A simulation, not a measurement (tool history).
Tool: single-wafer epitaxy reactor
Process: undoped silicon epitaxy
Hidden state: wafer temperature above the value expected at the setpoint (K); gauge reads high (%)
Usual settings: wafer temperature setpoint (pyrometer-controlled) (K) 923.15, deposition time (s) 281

| run | day | wafer temperature setpoint (pyrometer-controlled) (K) | deposition time (s) | wafers since the last listed run | hours since the last pyrometer calibration | hours since the gauge calibration | read-back reference wafer on the same gauge, thickness_nm | mean film thickness on the monitor wafer (angstrom) |
|---|---|---|---|---|---|---|---|---|
| 1 | 0.000 | 923.15 | 281 | 0 | 786.7 | 422.8 | 50.642 | 475.12 |
| 2 | 1.350 | 923.15 | 281 | 131 | 819.1 | 455.2 | 50.705 | 477.04 |
| 3 | 1.971 | 923.15 | 281 | 60 | 834.0 | 470.1 | 50.651 | 476.07 |
| 4 | 2.871 | 923.15 | 281 | 87 | 855.6 | 491.7 | 50.559 | 474.92 |
| 5 | 4.275 | 914.15 | 281 | 136 | 889.3 | 525.4 | 50.569 | 390.48 |
| 6 | 5.621 | 916.15 | 236 | 130 | 921.6 | 557.7 | 50.505 | 342.83 |
| 7 | 6.142 | 916.15 | 236 | 50 | 934.1 | 570.2 | 50.386 | 342.98 |
| 8 | 7.483 | 923.15 | 281 | 130 | 966.3 | 602.4 | 50.386 | 471.59 |
| 9 | 8.804 | 923.15 | 281 | 128 | 998.0 | 634.1 | 50.330 | 472.73 |
| 10 | 9.329 | 915.15 | 281 | 50 | 1010.6 | 646.7 | 50.246 | 397.70 |
| 11 | 10.267 | 915.15 | 281 | 91 | 1033.1 | 669.2 | 50.271 | 396.56 |
| 12 | 11.383 | 923.15 | 281 | 108 | 1059.9 | 696.0 | 50.220 | 469.21 |
|  | 11.992 | pyrometer calibrated |
| 13 | 12.796 | 923.15 | 281 | 104 | 19.3 | 729.9 | 50.123 | 470.42 |
|  | 13.417 | gauge calibrated |
| 14 | 13.667 | 923.15 | 281 | 84 | 40.2 | 6.0 | 51.481 | 481.49 |

The next listed run, before its measurement:
| 15 | 14.342 | 929.15 | 326 | 65 | 56.4 | 22.2 | ? | ? |

read-back reference wafer on the same gauge, thickness_nm: 51.456
mean film thickness on the monitor wafer (angstrom): 636.16
Without the tool's hidden state the same run would have given mean film thickness on the monitor wafer (angstrom) 638.48.
